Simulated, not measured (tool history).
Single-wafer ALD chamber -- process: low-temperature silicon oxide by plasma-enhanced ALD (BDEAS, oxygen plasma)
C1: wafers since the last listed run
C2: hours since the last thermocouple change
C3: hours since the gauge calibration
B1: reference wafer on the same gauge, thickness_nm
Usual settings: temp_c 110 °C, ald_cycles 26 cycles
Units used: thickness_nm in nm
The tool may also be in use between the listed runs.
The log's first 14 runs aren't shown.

run 15 hour=155.4 | temp_c=115 ald_cycles=26 | C1=79 C2=6.4 C3=233.5 | B1=4.199 | thickness_nm=3.554
-- hour=156.6 gauge calibrated
run 16 hour=163.5 | temp_c=115 ald_cycles=26 | C1=109 C2=14.5 C3=6.9 | B1=4.199 | thickness_nm=3.553
run 17 hour=176.6 | temp_c=122 ald_cycles=23 | C1=177 C2=27.6 C3=20 | B1=4.198 | thickness_nm=3.06
run 18 hour=190.5 | temp_c=96 ald_cycles=28 | C1=187 C2=41.5 C3=33.9 | B1=4.201 | thickness_nm=3.992
run 19 hour=198 | temp_c=110 ald_cycles=26 | C1=101 C2=49 C3=41.4 | B1=4.203 | thickness_nm=3.571
run 20 hour=207.4 | temp_c=100 ald_cycles=23 | C1=127 C2=58.4 C3=50.8 | B1=4.196 | thickness_nm=3.247
run 21 hour=214.9 | temp_c=116 ald_cycles=23 | C1=101 C2=65.9 C3=58.3 | B1=4.201 | thickness_nm=3.13
run 22 hour=230.5 | temp_c=110 ald_cycles=26 | C1=210 C2=81.5 C3=73.9 | B1=4.201 | thickness_nm=3.547
run 23 hour=245.9 | temp_c=110 ald_cycles=26 | C1=208 C2=96.9 C3=89.3 | B1=4.201 | thickness_nm=3.563
run 24 hour=253.7 | temp_c=115 ald_cycles=26 | C1=105 C2=104.7 C3=97.1 | B1=4.203 | thickness_nm=3.531
run 25 hour=268.3 | temp_c=101 ald_cycles=29 | C1=197 C2=119.3 C3=111.7 | B1=4.194 | thickness_nm=4.053
run 26 hour=282.6 | temp_c=101 ald_cycles=28 | C1=193 C2=133.6 C3=126 | B1=4.202 | thickness_nm=3.909
run 27 hour=292.3 | temp_c=121 ald_cycles=29 | C1=131 C2=143.3 C3=135.7 | B1=4.199 | thickness_nm=3.874
run 28 hour=301 | temp_c=110 ald_cycles=26 | C1=117 C2=152 C3=144.4 | B1=4.201 | thickness_nm=3.561
run 29 hour=313.3 | temp_c=104 ald_cycles=30 | C1=166 C2=164.3 C3=156.7 | B1=4.2 | thickness_nm=4.165
run 30 hour=320.3 | temp_c=114 ald_cycles=26 | C1=94 C2=171.3 C3=163.7 | B1=4.202 | thickness_nm=3.531
run 31 hour=327.3 | temp_c=101 ald_cycles=28 | C1=94 C2=178.3 C3=170.7 | B1=4.201 | thickness_nm=3.92
run 32 hour=336.1 | temp_c=102 ald_cycles=30 | C1=118 C2=187.1 C3=179.5 | B1=4.204 | thickness_nm=4.175
run 33 hour=345.2 | temp_c=101 ald_cycles=25 | C1=123 C2=196.2 C3=188.6 | B1=4.203 | thickness_nm=3.492

Each row is a separate what-if for the run after 33, all from the same tool condition, not one after another. Results?
run A hour=345.6 | temp_c=110 ald_cycles=26 | C1=5 C2=196.6 C3=189 | B1=? | thickness_nm=?
run B hour=345.6 | temp_c=123 ald_cycles=22 | C1=5 C2=196.6 C3=189 | B1=? | thickness_nm=?
run C hour=345.6 | temp_c=117 ald_cycles=30 | C1=5 C2=196.6 C3=189 | B1=? | thickness_nm=?

run=A B1=4.196 thickness_nm=3.578
run=B B1=4.196 thickness_nm=2.945
run=C B1=4.196 thickness_nm=4.068
With no hidden state in the tool, these same runs would have given:
run=A thickness_nm=3.578
run=B thickness_nm=2.945
run=C thickness_nm=4.068
